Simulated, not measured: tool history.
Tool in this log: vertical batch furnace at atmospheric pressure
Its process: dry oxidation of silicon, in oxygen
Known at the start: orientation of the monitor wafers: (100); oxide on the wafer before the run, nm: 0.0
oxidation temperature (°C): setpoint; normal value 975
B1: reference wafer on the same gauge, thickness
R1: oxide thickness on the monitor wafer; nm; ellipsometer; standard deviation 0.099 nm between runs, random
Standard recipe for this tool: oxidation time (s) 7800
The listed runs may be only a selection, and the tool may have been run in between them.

{"run": 1, "hour": 0.0, "oxidation temperature (°C)": 975, "oxidation time (s)": 7800, "B1": 71.49, "R1": 65.52}
{"run": 2, "hour": 26.3, "oxidation temperature (°C)": 975, "oxidation time (s)": 7800, "B1": 71.44, "R1": 65.46}
{"run": 3, "hour": 55.8, "oxidation temperature (°C)": 975, "oxidation time (s)": 6390, "B1": 71.3, "R1": 56.98}
{"run": 4, "hour": 77.2, "oxidation temperature (°C)": 975, "oxidation time (s)": 6390, "B1": 71.21, "R1": 56.76}
{"run": 5, "hour": 108.3, "oxidation temperature (°C)": 987, "oxidation time (s)": 6150, "B1": 71.2, "R1": 61.07}
{"run": 6, "hour": 122.1, "oxidation temperature (°C)": 987, "oxidation time (s)": 6150, "B1": 71.12, "R1": 61.18}
{"run": 7, "hour": 141.6, "oxidation temperature (°C)": 987, "oxidation time (s)": 6150, "B1": 71.09, "R1": 60.94}
{"run": 8, "hour": 173.4, "oxidation temperature (°C)": 975, "oxidation time (s)": 7800, "B1": 70.96, "R1": 65.19}
{"hour": 202.7, "done": "gauge calibrated"}
{"run": 9, "hour": 208.2, "oxidation temperature (°C)": 987, "oxidation time (s)": 6150, "B1": 71.78, "R1": 61.44}
{"hour": 234.3, "done": "thermocouples replaced and temperature profile calibrated"}
{"run": 10, "hour": 234.6, "oxidation temperature (°C)": 998, "oxidation time (s)": 5430, "B1": 71.7, "R1": 62.92}
{"hour": 303.2, "done": "boat lift adjusted"}
{"run": 11, "hour": 324.8, "oxidation temperature (°C)": 962, "oxidation time (s)": 7800, "B1": 71.4, "R1": 59.14}
{"run": 12, "hour": 354.5, "oxidation temperature (°C)": 950, "oxidation time (s)": 4920, "B1": 71.39, "R1": 38.29}
{"run": 13, "hour": 383.5, "oxidation temperature (°C)": 982, "oxidation time (s)": 10410, "B1": 71.24, "R1": 84.66}
{"run": 14, "hour": 417.5, "oxidation temperature (°C)": 982, "oxidation time (s)": 7800, "B1": 71.14, "R1": 69.14}

Forecast each of these 5 alternatives for the next run:
{"run": "A", "hour": 423.1, "oxidation temperature (°C)": 975, "oxidation time (s)": 5520, "B1": "?", "R1": "?"}
{"run": "B", "hour": 423.1, "oxidation temperature (°C)": 960, "oxidation time (s)": 7800, "B1": "?", "R1": "?"}
{"run": "C", "hour": 423.1, "oxidation temperature (°C)": 990, "oxidation time (s)": 7800, "B1": "?", "R1": "?"}
{"run": "D", "hour": 423.1, "oxidation temperature (°C)": 983, "oxidation time (s)": 6390, "B1": "?", "R1": "?"}
{"run": "E", "hour": 423.1, "oxidation temperature (°C)": 959, "oxidation time (s)": 6300, "B1": "?", "R1": "?"}

run=A B1=71.19 R1=51.34
run=B B1=71.19 R1=58.21
run=C B1=71.19 R1=74.26
run=D B1=71.19 R1=60.64
run=E B1=71.19 R1=49.61
The same runs, with their run-to-run variation unchanged, on a tool lacking any hidden condition would have given:
run=A R1=51.82
run=B R1=58.75
run=C R1=74.96
run=D R1=61.2
run=E R1=50.07
